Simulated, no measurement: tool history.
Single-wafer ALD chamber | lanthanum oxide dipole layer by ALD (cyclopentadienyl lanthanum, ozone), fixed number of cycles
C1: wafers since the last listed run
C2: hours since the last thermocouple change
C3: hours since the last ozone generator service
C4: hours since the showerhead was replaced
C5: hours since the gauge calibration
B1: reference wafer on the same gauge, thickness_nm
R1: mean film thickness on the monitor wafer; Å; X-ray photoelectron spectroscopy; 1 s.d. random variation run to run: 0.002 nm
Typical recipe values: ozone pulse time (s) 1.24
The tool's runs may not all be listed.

{"run": 1, "hour": 0.0, "ozone pulse time (s)": 1.24, "C1": 0, "C2": 2389.1, "C3": 1190.1, "C4": 3667.5, "C5": 1988.3, "B1": 0.557, "R1": 5.44}
{"run": 2, "hour": 38.8, "ozone pulse time (s)": 1.24, "C1": 906, "C2": 2427.9, "C3": 1228.9, "C4": 3706.3, "C5": 2027.1, "B1": 0.558, "R1": 5.45}
{"run": 3, "hour": 88.0, "ozone pulse time (s)": 0.92, "C1": 1149, "C2": 2477.1, "C3": 1278.1, "C4": 3755.5, "C5": 2076.3, "B1": 0.556, "R1": 5.13}
{"run": 4, "hour": 143.7, "ozone pulse time (s)": 0.92, "C1": 1301, "C2": 2532.8, "C3": 1333.8, "C4": 3811.2, "C5": 2132.0, "B1": 0.557, "R1": 5.11}
{"run": 5, "hour": 193.8, "ozone pulse time (s)": 1.24, "C1": 1170, "C2": 2582.9, "C3": 1383.9, "C4": 3861.3, "C5": 2182.1, "B1": 0.557, "R1": 5.47}
{"run": 6, "hour": 228.1, "ozone pulse time (s)": 1.24, "C1": 801, "C2": 2617.2, "C3": 1418.2, "C4": 3895.6, "C5": 2216.4, "B1": 0.557, "R1": 5.41}
{"run": 7, "hour": 298.5, "ozone pulse time (s)": 1.11, "C1": 1645, "C2": 2687.6, "C3": 1488.6, "C4": 3966.0, "C5": 2286.8, "B1": 0.557, "R1": 5.29}
{"run": 8, "hour": 361.7, "ozone pulse time (s)": 1.03, "C1": 1476, "C2": 2750.8, "C3": 1551.8, "C4": 4029.2, "C5": 2350.0, "B1": 0.557, "R1": 5.26}
{"hour": 376.4, "done": "thermocouple changed; heater temperature recalibrated"}
{"run": 9, "hour": 396.0, "ozone pulse time (s)": 1.03, "C1": 614, "C2": 19.6, "C3": 1586.1, "C4": 4063.5, "C5": 2384.3, "B1": 0.558, "R1": 5.25}
{"hour": 454.8, "done": "gauge calibrated"}
{"run": 10, "hour": 599.7, "ozone pulse time (s)": 1.03, "C1": 4760, "C2": 223.3, "C3": 1789.8, "C4": 4267.2, "C5": 144.9, "B1": 0.544, "R1": 5.09}
{"run": 11, "hour": 644.2, "ozone pulse time (s)": 1.55, "C1": 1039, "C2": 267.8, "C3": 1834.3, "C4": 4311.7, "C5": 189.4, "B1": 0.544, "R1": 5.44}
{"hour": 661.5, "done": "ozone generator serviced"}
{"run": 12, "hour": 703.1, "ozone pulse time (s)": 1.24, "C1": 1189, "C2": 326.7, "C3": 41.6, "C4": 4370.6, "C5": 248.3, "B1": 0.545, "R1": 5.32}
{"run": 13, "hour": 774.7, "ozone pulse time (s)": 1.24, "C1": 1673, "C2": 398.3, "C3": 113.2, "C4": 4442.2, "C5": 319.9, "B1": 0.545, "R1": 5.32}
{"run": 14, "hour": 833.5, "ozone pulse time (s)": 0.78, "C1": 1374, "C2": 457.1, "C3": 172.0, "C4": 4501.0, "C5": 378.7, "B1": 0.546, "R1": 4.9}
{"run": 15, "hour": 863.7, "ozone pulse time (s)": 1.24, "C1": 705, "C2": 487.3, "C3": 202.2, "C4": 4531.2, "C5": 408.9, "B1": 0.546, "R1": 5.34}
{"run": 16, "hour": 908.1, "ozone pulse time (s)": 0.88, "C1": 1037, "C2": 531.7, "C3": 246.6, "C4": 4575.6, "C5": 453.3, "B1": 0.547, "R1": 4.98}
{"run": 17, "hour": 964.5, "ozone pulse time (s)": 1.24, "C1": 1317, "C2": 588.1, "C3": 303.0, "C4": 4632.0, "C5": 509.7, "B1": 0.547, "R1": 5.31}
{"run": 18, "hour": 998.6, "ozone pulse time (s)": 1.7, "C1": 796, "C2": 622.2, "C3": 337.1, "C4": 4666.1, "C5": 543.8, "B1": 0.548, "R1": 5.58}
{"run": 19, "hour": 1023.9, "ozone pulse time (s)": 1.24, "C1": 591, "C2": 647.5, "C3": 362.4, "C4": 4691.4, "C5": 569.1, "B1": 0.549, "R1": 5.3}
{"run": 20, "hour": 1066.3, "ozone pulse time (s)": 0.85, "C1": 990, "C2": 689.9, "C3": 404.8, "C4": 4733.8, "C5": 611.5, "B1": 0.549, "R1": 4.96}
{"run": 21, "hour": 1099.6, "ozone pulse time (s)": 0.95, "C1": 778, "C2": 723.2, "C3": 438.1, "C4": 4767.1, "C5": 644.8, "B1": 0.549, "R1": 5.11}
{"run": 22, "hour": 1134.1, "ozone pulse time (s)": 1.24, "C1": 806, "C2": 757.7, "C3": 472.6, "C4": 4801.6, "C5": 679.3, "B1": 0.55, "R1": 5.38}
{"run": 23, "hour": 1161.6, "ozone pulse time (s)": 0.9, "C1": 642, "C2": 785.2, "C3": 500.1, "C4": 4829.1, "C5": 706.8, "B1": 0.55, "R1": 5.03}
{"hour": 1170.7, "done": "showerhead replaced"}
{"run": 24, "hour": 1203.7, "ozone pulse time (s)": 0.92, "C1": 796, "C2": 827.3, "C3": 542.2, "C4": 33.0, "C5": 748.9, "B1": 0.549, "R1": 5.1}
{"run": 25, "hour": 1269.1, "ozone pulse time (s)": 1.69, "C1": 1528, "C2": 892.7, "C3": 607.6, "C4": 98.4, "C5": 814.3, "B1": 0.55, "R1": 5.6}
{"run": 26, "hour": 1413.2, "ozone pulse time (s)": 1.6, "C1": 3367, "C2": 1036.8, "C3": 751.7, "C4": 242.5, "C5": 958.4, "B1": 0.551, "R1": 5.56}
{"run": 27, "hour": 1468.5, "ozone pulse time (s)": 1.46, "C1": 1292, "C2": 1092.1, "C3": 807.0, "C4": 297.8, "C5": 1013.7, "B1": 0.552, "R1": 5.53}
{"run": 28, "hour": 1536.0, "ozone pulse time (s)": 1.24, "C1": 1577, "C2": 1159.6, "C3": 874.5, "C4": 365.3, "C5": 1081.2, "B1": 0.551, "R1": 5.36}
{"run": 29, "hour": 1607.0, "ozone pulse time (s)": 1.57, "C1": 1659, "C2": 1230.6, "C3": 945.5, "C4": 436.3, "C5": 1152.2, "B1": 0.552, "R1": 5.56}
{"run": 30, "hour": 1635.9, "ozone pulse time (s)": 0.87, "C1": 675, "C2": 1259.5, "C3": 974.4, "C4": 465.2, "C5": 1181.1, "B1": 0.552, "R1": 5.03}
{"run": 31, "hour": 1690.2, "ozone pulse time (s)": 1.67, "C1": 1268, "C2": 1313.8, "C3": 1028.7, "C4": 519.5, "C5": 1235.4, "B1": 0.553, "R1": 5.6}
{"run": 32, "hour": 1714.6, "ozone pulse time (s)": 1.71, "C1": 570, "C2": 1338.2, "C3": 1053.1, "C4": 543.9, "C5": 1259.8, "B1": 0.553, "R1": 5.63}
{"run": 33, "hour": 1780.6, "ozone pulse time (s)": 0.81, "C1": 1542, "C2": 1404.2, "C3": 1119.1, "C4": 609.9, "C5": 1325.8, "B1": 0.552, "R1": 4.99}

Predict each of these 5 candidate next runs independently; none follows another, all start after run 33:
{"run": "A", "hour": 1781.0, "ozone pulse time (s)": 1.24, "C1": 9, "C2": 1404.6, "C3": 1119.5, "C4": 610.3, "C5": 1326.2, "B1": "?", "R1": "?"}
{"run": "B", "hour": 1781.0, "ozone pulse time (s)": 1.1, "C1": 9, "C2": 1404.6, "C3": 1119.5, "C4": 610.3, "C5": 1326.2, "B1": "?", "R1": "?"}
{"run": "C", "hour": 1781.0, "ozone pulse time (s)": 1.54, "C1": 9, "C2": 1404.6, "C3": 1119.5, "C4": 610.3, "C5": 1326.2, "B1": "?", "R1": "?"}
{"run": "D", "hour": 1781.0, "ozone pulse time (s)": 1.42, "C1": 9, "C2": 1404.6, "C3": 1119.5, "C4": 610.3, "C5": 1326.2, "B1": "?", "R1": "?"}
{"run": "E", "hour": 1781.0, "ozone pulse time (s)": 1.04, "C1": 9, "C2": 1404.6, "C3": 1119.5, "C4": 610.3, "C5": 1326.2, "B1": "?", "R1": "?"}

run=A B1=0.553 R1=5.39
run=B B1=0.553 R1=5.28
run=C B1=0.553 R1=5.57
run=D B1=0.553 R1=5.51
run=E B1=0.553 R1=5.23
Take away the tool's hidden state, keep each run's random variation, and the runs would have read:
run=A R1=5.28
run=B R1=5.17
run=C R1=5.44
run=D R1=5.39
run=E R1=5.12
